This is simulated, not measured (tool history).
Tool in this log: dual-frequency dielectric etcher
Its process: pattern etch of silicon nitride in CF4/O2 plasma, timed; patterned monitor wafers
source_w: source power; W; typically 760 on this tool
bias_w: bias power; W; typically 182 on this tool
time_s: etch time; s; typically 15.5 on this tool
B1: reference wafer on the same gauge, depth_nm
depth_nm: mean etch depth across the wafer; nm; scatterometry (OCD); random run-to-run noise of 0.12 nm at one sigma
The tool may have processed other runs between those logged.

Run 1, day 0.000: usual settings but source_w 900 W; B1 38.49. Result: depth_nm 45.90 nm.
Run 2, day 0.454: usual settings but time_s 12.0 s; B1 38.50. Result: depth_nm 32.27 nm.
Run 3, day 0.754: usual settings; B1 38.52. Result: depth_nm 41.52 nm.
Run 4, day 1.171: usual settings but bias_w 197 W; B1 38.49. Result: depth_nm 43.71 nm.
Run 5, day 1.521: usual settings but bias_w 197 W; B1 38.52. Result: depth_nm 43.30 nm.
Run 6, day 2.229: usual settings but bias_w 197 W; B1 38.50. Result: depth_nm 43.31 nm.
Run 7, day 2.608: usual settings but bias_w 194 W; B1 38.51. Result: depth_nm 43.09 nm.
Run 8, day 3.038: usual settings but bias_w 194 W; B1 38.50. Result: depth_nm 42.99 nm.
Run 9, day 3.442: usual settings but source_w 900 W, bias_w 171 W; B1 38.51. Result: depth_nm 44.09 nm.
Run 10, day 3.896: usual settings but bias_w 213 W; B1 38.47. Result: depth_nm 45.07 nm.
Run 11, day 4.592: usual settings; B1 38.49. Result: depth_nm 41.24 nm.
Run 12, day 5.150: usual settings; B1 38.53. Result: depth_nm 41.26 nm.
Run 13, day 5.646: usual settings; B1 38.46. Result: depth_nm 41.29 nm.
Run 14, day 6.954: usual settings but bias_w 171 W; B1 38.50. Result: depth_nm 38.03 nm.
Run 15, day 6.967: usual settings but bias_w 210 W; B1 38.51. Result: depth_nm 43.13 nm.
Run 16, day 6.983: usual settings but bias_w 143 W, time_s 12.5 s; B1 38.51. Result: depth_nm 27.45 nm.
Run 17, day 7.208: usual settings; B1 38.49. Result: depth_nm 39.38 nm.
Run 18, day 7.733: usual settings but time_s 20.0 s; B1 38.51. Result: depth_nm 50.77 nm.
Run 19, day 9.662: usual settings but source_w 640 W; B1 38.49. Result: depth_nm 38.19 nm.
Run 20, day 9.679: usual settings; B1 38.50. Result: depth_nm 42.38 nm.
Run 21, day 9.692: usual settings but source_w 850 W, bias_w 223 W, time_s 17.0 s; B1 38.51. Result: depth_nm 55.74 nm.
Run 22, day 9.704: usual settings but source_w 820 W, bias_w 168 W, time_s 14.0 s; B1 38.50. Result: depth_nm 38.13 nm.
Run 23, day 10.133: usual settings; B1 38.52. Result: depth_nm 42.31 nm.
Run 24, day 10.850: usual settings but source_w 620 W, bias_w 223 W, time_s 19.5 s; B1 38.51. Result: depth_nm 53.26 nm.
Run 25, day 11.283: usual settings; B1 38.49. Result: depth_nm 42.07 nm.
Run 26, day 11.742: usual settings but source_w 930 W, bias_w 211 W, time_s 18.0 s; B1 38.50. Result: depth_nm 60.10 nm.
Run 27, day 12.108: usual settings but source_w 650 W, bias_w 205 W, time_s 11.0 s; B1 38.50. Result: depth_nm 29.24 nm.
Run 28, day 12.400: usual settings but source_w 690 W, time_s 18.0 s; B1 38.46. Result: depth_nm 46.15 nm.
Run 29, day 12.696: usual settings but bias_w 164 W, time_s 12.0 s; B1 38.48. Result: depth_nm 30.63 nm.

Missing from the log above: 6 entries noted between runs. For each, name the pair of listed runs it sits between and say how the tool's hidden condition differs from the listed run just before to the listed run just after:
Logged between run 12 and run 13: source power generator calibrated (day 5.542)
  etch rate over this chamber's usual, %: -2.49 -> -2.57
  measured minus no-state result, depth_nm: -1.05 -> -1.09 nm
Logged between run 13 and run 14: wet clean of the chamber (day 6.933)
  etch rate over this chamber's usual, %: -2.57 -> -6.48
  measured minus no-state result, depth_nm: -1.09 -> -2.63 nm
Logged between run 17 and run 18: bias power generator calibrated (day 7.583)
  etch rate over this chamber's usual, %: -6.52 -> -6.61
  measured minus no-state result, depth_nm: -2.75 -> -3.60 nm
Logged between run 18 and run 19: wet clean of the chamber, repeated, since the last time left the tool worse (day 9.308); gauge calibrated (day 9.562); upper electrode replaced (day 9.642)
  etch rate over this chamber's usual, %: -6.61 -> 0.0784
  measured minus no-state result, depth_nm: -3.60 -> +0.03 nm

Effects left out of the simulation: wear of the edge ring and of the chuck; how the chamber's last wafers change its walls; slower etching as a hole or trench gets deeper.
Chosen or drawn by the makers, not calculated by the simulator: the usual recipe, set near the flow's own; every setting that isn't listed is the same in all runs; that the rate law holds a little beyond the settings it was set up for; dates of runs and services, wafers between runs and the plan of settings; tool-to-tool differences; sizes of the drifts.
